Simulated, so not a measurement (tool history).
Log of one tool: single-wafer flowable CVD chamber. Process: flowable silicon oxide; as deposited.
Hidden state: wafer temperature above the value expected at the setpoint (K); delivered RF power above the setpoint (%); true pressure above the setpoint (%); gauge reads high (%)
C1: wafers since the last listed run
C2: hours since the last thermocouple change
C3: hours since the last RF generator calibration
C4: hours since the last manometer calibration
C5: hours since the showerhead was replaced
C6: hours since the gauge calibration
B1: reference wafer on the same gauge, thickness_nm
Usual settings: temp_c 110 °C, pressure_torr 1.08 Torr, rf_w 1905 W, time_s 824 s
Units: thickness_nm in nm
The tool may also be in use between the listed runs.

{"run": 1, "day": 0.0, "temp_c": 102, "pressure_torr": 1.08, "rf_w": 2180, "time_s": 824, "C1": 0, "C2": 1829, "C3": 582.2, "C4": 405.8, "C5": 6338.4, "C6": 306.5, "B1": 457.008, "thickness_nm": 715.198}
{"run": 2, "day": 2.962, "temp_c": 102, "pressure_torr": 1.08, "rf_w": 2180, "time_s": 824, "C1": 116, "C2": 1900.1, "C3": 653.3, "C4": 476.9, "C5": 6409.5, "C6": 377.6, "B1": 456.861, "thickness_nm": 712.649}
{"day": 4.046, "done": "showerhead replaced"}
{"run": 3, "day": 5.462, "temp_c": 110, "pressure_torr": 1.08, "rf_w": 2200, "time_s": 824, "C1": 84, "C2": 1960.1, "C3": 713.3, "C4": 536.9, "C5": 34, "C6": 437.6, "B1": 456.718, "thickness_nm": 574.316}
{"run": 4, "day": 7.675, "temp_c": 110, "pressure_torr": 1.08, "rf_w": 1905, "time_s": 710, "C1": 86, "C2": 2013.2, "C3": 766.4, "C4": 590, "C5": 87.1, "C6": 490.7, "B1": 457.173, "thickness_nm": 472.466}
{"run": 5, "day": 9.229, "temp_c": 110, "pressure_torr": 1.08, "rf_w": 1905, "time_s": 710, "C1": 60, "C2": 2050.5, "C3": 803.7, "C4": 627.3, "C5": 124.4, "C6": 528, "B1": 457.325, "thickness_nm": 476.628}
{"run": 6, "day": 11.271, "temp_c": 110, "pressure_torr": 1.08, "rf_w": 1905, "time_s": 710, "C1": 79, "C2": 2099.5, "C3": 852.7, "C4": 676.3, "C5": 173.4, "C6": 577, "B1": 457.026, "thickness_nm": 473.494}
{"run": 7, "day": 13.308, "temp_c": 110, "pressure_torr": 1.08, "rf_w": 1905, "time_s": 824, "C1": 79, "C2": 2148.4, "C3": 901.6, "C4": 725.2, "C5": 222.3, "C6": 625.9, "B1": 457.059, "thickness_nm": 550.862}
{"run": 8, "day": 15.125, "temp_c": 110, "pressure_torr": 1.08, "rf_w": 1905, "time_s": 824, "C1": 71, "C2": 2192, "C3": 945.2, "C4": 768.8, "C5": 265.9, "C6": 669.5, "B1": 456.471, "thickness_nm": 556.928}
{"run": 9, "day": 16.238, "temp_c": 121, "pressure_torr": 1.01, "rf_w": 1905, "time_s": 824, "C1": 43, "C2": 2218.7, "C3": 971.9, "C4": 795.5, "C5": 292.6, "C6": 696.2, "B1": 456.912, "thickness_nm": 385.713}
{"run": 10, "day": 18.254, "temp_c": 121, "pressure_torr": 1.08, "rf_w": 1760, "time_s": 824, "C1": 78, "C2": 2267.1, "C3": 1020.3, "C4": 843.9, "C5": 341, "C6": 744.6, "B1": 456.587, "thickness_nm": 395.962}
{"run": 11, "day": 20.875, "temp_c": 102, "pressure_torr": 0.89, "rf_w": 1645, "time_s": 824, "C1": 102, "C2": 2330, "C3": 1083.2, "C4": 906.8, "C5": 403.9, "C6": 807.5, "B1": 457.104, "thickness_nm": 538.508}
{"day": 21.292, "done": "thermocouple changed; heater temperature recalibrated"}
{"run": 12, "day": 23.867, "temp_c": 102, "pressure_torr": 1.08, "rf_w": 2245, "time_s": 987, "C1": 104, "C2": 61.8, "C3": 1155, "C4": 978.6, "C5": 475.7, "C6": 879.3, "B1": 456.986, "thickness_nm": 910.566}
{"run": 13, "day": 26.15, "temp_c": 105, "pressure_torr": 0.88, "rf_w": 1905, "time_s": 824, "C1": 89, "C2": 116.6, "C3": 1209.8, "C4": 1033.4, "C5": 530.5, "C6": 934.1, "B1": 457.031, "thickness_nm": 540.122}
{"run": 14, "day": 27.167, "temp_c": 110, "pressure_torr": 1.08, "rf_w": 1905, "time_s": 824, "C1": 39, "C2": 141, "C3": 1234.2, "C4": 1057.8, "C5": 554.9, "C6": 958.5, "B1": 456.856, "thickness_nm": 566.948}
{"run": 15, "day": 29.767, "temp_c": 105, "pressure_torr": 0.97, "rf_w": 1905, "time_s": 979, "C1": 101, "C2": 203.4, "C3": 1296.6, "C4": 1120.2, "C5": 617.3, "C6": 1020.9, "B1": 457.195, "thickness_nm": 706.346}
{"day": 31.729, "done": "capacitance manometer re-zeroed and calibrated"}
{"run": 16, "day": 37.721, "temp_c": 101, "pressure_torr": 1.32, "rf_w": 1905, "time_s": 824, "C1": 298, "C2": 394.3, "C3": 1487.5, "C4": 143.8, "C5": 808.2, "C6": 1211.8, "B1": 456.76, "thickness_nm": 827.561}
{"run": 17, "day": 39.908, "temp_c": 115, "pressure_torr": 1.21, "rf_w": 2055, "time_s": 714, "C1": 85, "C2": 446.8, "C3": 1540, "C4": 196.3, "C5": 860.7, "C6": 1264.3, "B1": 457.229, "thickness_nm": 446.355}
{"run": 18, "day": 41.579, "temp_c": 121, "pressure_torr": 1.16, "rf_w": 1905, "time_s": 824, "C1": 65, "C2": 486.9, "C3": 1580.1, "C4": 236.4, "C5": 900.8, "C6": 1304.4, "B1": 456.839, "thickness_nm": 409.062}
{"run": 19, "day": 43.596, "temp_c": 110, "pressure_torr": 1.08, "rf_w": 2010, "time_s": 681, "C1": 78, "C2": 535.3, "C3": 1628.5, "C4": 284.8, "C5": 949.2, "C6": 1352.8, "B1": 457.266, "thickness_nm": 439.618}
{"day": 45.425, "done": "RF generator calibrated"}
{"run": 20, "day": 45.908, "temp_c": 117, "pressure_torr": 0.95, "rf_w": 2155, "time_s": 761, "C1": 77, "C2": 590.8, "C3": 11.6, "C4": 340.3, "C5": 1004.7, "C6": 1408.3, "B1": 456.724, "thickness_nm": 370.116}
{"day": 46.354, "done": "gauge calibrated"}
{"run": 21, "day": 47.862, "temp_c": 110, "pressure_torr": 1.15, "rf_w": 1905, "time_s": 824, "C1": 76, "C2": 637.7, "C3": 58.5, "C4": 387.2, "C5": 1051.6, "C6": 36.2, "B1": 457.503, "thickness_nm": 578.996}
{"run": 22, "day": 50.233, "temp_c": 110, "pressure_torr": 1.08, "rf_w": 1905, "time_s": 824, "C1": 92, "C2": 694.6, "C3": 115.4, "C4": 444.1, "C5": 1108.5, "C6": 93.1, "B1": 457.229, "thickness_nm": 545.278}
{"run": 23, "day": 53.162, "temp_c": 110, "pressure_torr": 1.01, "rf_w": 1905, "time_s": 762, "C1": 114, "C2": 764.9, "C3": 185.7, "C4": 514.4, "C5": 1178.8, "C6": 163.4, "B1": 456.554, "thickness_nm": 468.997}
{"run": 24, "day": 55.712, "temp_c": 121, "pressure_torr": 1.01, "rf_w": 1905, "time_s": 824, "C1": 99, "C2": 826.1, "C3": 246.9, "C4": 575.6, "C5": 1240, "C6": 224.6, "B1": 456.833, "thickness_nm": 375.327}
{"run": 25, "day": 57.012, "temp_c": 98, "pressure_torr": 0.83, "rf_w": 2095, "time_s": 824, "C1": 50, "C2": 857.3, "C3": 278.1, "C4": 606.8, "C5": 1271.2, "C6": 255.8, "B1": 456.669, "thickness_nm": 607.476}
{"run": 26, "day": 58.488, "temp_c": 110, "pressure_torr": 0.88, "rf_w": 2205, "time_s": 882, "C1": 57, "C2": 892.7, "C3": 313.5, "C4": 642.2, "C5": 1306.6, "C6": 291.2, "B1": 457.654, "thickness_nm": 491.743}
{"run": 27, "day": 61.271, "temp_c": 98, "pressure_torr": 0.97, "rf_w": 2180, "time_s": 824, "C1": 109, "C2": 959.5, "C3": 380.3, "C4": 709, "C5": 1373.4, "C6": 358, "B1": 457.232, "thickness_nm": 732.403}
{"run": 28, "day": 64.192, "temp_c": 110, "pressure_torr": 1.08, "rf_w": 1905, "time_s": 824, "C1": 114, "C2": 1029.6, "C3": 450.4, "C4": 779.1, "C5": 1443.5, "C6": 428.1, "B1": 457.646, "thickness_nm": 545.84}
{"run": 29, "day": 66.142, "temp_c": 110, "pressure_torr": 1.08, "rf_w": 2075, "time_s": 824, "C1": 76, "C2": 1076.4, "C3": 497.2, "C4": 825.9, "C5": 1490.3, "C6": 474.9, "B1": 457.827, "thickness_nm": 566.755}

The tool's hidden state at each run:
wafer temperature above the value expected at the setpoint (K): 0 in every run
gauge reads high (%): 0 in every run
H1: delivered RF power above the setpoint (%)
H2: true pressure above the setpoint (%)
run=1 H1=-1.62 H2=2.7
run=2 H1=-1.85 H2=3.11
run=3 H1=-2.06 H2=3.52
run=4 H1=-2.26 H2=3.91
run=5 H1=-2.41 H2=4.21
run=6 H1=-2.61 H2=4.63
run=7 H1=-2.83 H2=5.08
run=8 H1=-3.04 H2=5.51
run=9 H1=-3.17 H2=5.79
run=10 H1=-3.41 H2=6.31
run=11 H1=-3.75 H2=7.04
run=12 H1=-4.16 H2=7.93
run=13 H1=-4.49 H2=8.66
run=14 H1=-4.64 H2=9
run=15 H1=-5.04 H2=9.89
run=16 H1=-6.39 H2=-0.203
run=17 H1=-6.8 H2=-0.0856
run=18 H1=-7.12 H2=0.0289
run=19 H1=-7.51 H2=0.195
run=20 H1=-0.44 H2=0.424
run=21 H1=-0.448 H2=0.649
run=22 H1=-0.473 H2=0.961
run=23 H1=-0.527 H2=1.41
run=24 H1=-0.595 H2=1.85
run=25 H1=-0.636 H2=2.09
run=26 H1=-0.69 H2=2.38
run=27 H1=-0.808 H2=2.98
run=28 H1=-0.956 H2=3.66
run=29 H1=-1.07 H2=4.16
